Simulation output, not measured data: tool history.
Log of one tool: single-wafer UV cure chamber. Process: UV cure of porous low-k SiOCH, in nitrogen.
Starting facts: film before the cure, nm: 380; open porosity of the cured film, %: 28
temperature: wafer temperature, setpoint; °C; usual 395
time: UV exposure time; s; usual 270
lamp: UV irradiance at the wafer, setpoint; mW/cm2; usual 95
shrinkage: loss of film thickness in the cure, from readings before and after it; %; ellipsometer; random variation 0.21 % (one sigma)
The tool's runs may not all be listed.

{"run": 1, "hour": 0.0, "temperature": 395, "time": 270, "lamp": 95, "shrinkage": 13.616}
{"run": 2, "hour": 75.3, "temperature": 395, "time": 270, "lamp": 95, "shrinkage": 13.297}
{"run": 3, "hour": 159.7, "temperature": 395, "time": 270, "lamp": 95, "shrinkage": 13.835}
{"run": 4, "hour": 232.8, "temperature": 395, "time": 270, "lamp": 95, "shrinkage": 13.142}
{"hour": 335.6, "done": "quartz window cleaned"}
{"run": 5, "hour": 337.0, "temperature": 395, "time": 270, "lamp": 95, "shrinkage": 13.14}
{"run": 6, "hour": 426.6, "temperature": 395, "time": 230, "lamp": 80, "shrinkage": 11.343}
{"run": 7, "hour": 518.0, "temperature": 395, "time": 230, "lamp": 80, "shrinkage": 11.347}
{"run": 8, "hour": 585.0, "temperature": 395, "time": 270, "lamp": 95, "shrinkage": 13.257}
{"run": 9, "hour": 621.3, "temperature": 395, "time": 270, "lamp": 95, "shrinkage": 12.963}
{"hour": 748.0, "done": "quartz window cleaned"}
{"run": 10, "hour": 889.0, "temperature": 395, "time": 145, "lamp": 104, "shrinkage": 10.542}
{"run": 11, "hour": 987.9, "temperature": 395, "time": 165, "lamp": 95, "shrinkage": 10.399}
{"run": 12, "hour": 1079.3, "temperature": 395, "time": 215, "lamp": 111, "shrinkage": 12.269}
{"hour": 1122.5, "done": "quartz window cleaned"}
{"run": 13, "hour": 1170.7, "temperature": 395, "time": 215, "lamp": 111, "shrinkage": 12.449}
{"run": 14, "hour": 1212.4, "temperature": 395, "time": 270, "lamp": 95, "shrinkage": 12.88}
{"run": 15, "hour": 1309.4, "temperature": 395, "time": 320, "lamp": 95, "shrinkage": 13.719}
{"hour": 1424.6, "done": "UV bulbs replaced"}
{"run": 16, "hour": 1425.1, "temperature": 395, "time": 125, "lamp": 95, "shrinkage": 8.145}
{"run": 17, "hour": 1509.9, "temperature": 380, "time": 350, "lamp": 95, "shrinkage": 12.54}
{"hour": 1523.0, "done": "quartz window cleaned"}
{"run": 18, "hour": 1557.2, "temperature": 376, "time": 135, "lamp": 95, "shrinkage": 7.799}
{"run": 19, "hour": 1606.5, "temperature": 395, "time": 230, "lamp": 95, "shrinkage": 10.84}
{"run": 20, "hour": 1693.5, "temperature": 395, "time": 270, "lamp": 95, "shrinkage": 11.413}
{"run": 21, "hour": 1764.9, "temperature": 382, "time": 175, "lamp": 106, "shrinkage": 9.186}
{"run": 22, "hour": 1803.6, "temperature": 411, "time": 145, "lamp": 114, "shrinkage": 9.19}
{"hour": 1860.9, "done": "UV bulbs replaced, repeated, since the last time left the tool worse"}
{"run": 23, "hour": 1861.4, "temperature": 395, "time": 210, "lamp": 95, "shrinkage": 12.246}
{"hour": 1905.0, "done": "quartz window cleaned"}
{"run": 24, "hour": 1917.8, "temperature": 395, "time": 270, "lamp": 95, "shrinkage": 13.806}
{"run": 25, "hour": 2017.6, "temperature": 395, "time": 325, "lamp": 66, "shrinkage": 12.79}

Estimate the outcome of run 26 from the log above:
{"run": 26, "hour": 2076.9, "temperature": 375, "time": 270, "lamp": 77, "shrinkage": "?"}

Logged for run 26: shrinkage 11.702 %.
Without the tool's hidden state the same run would have given shrinkage 12.216 %.
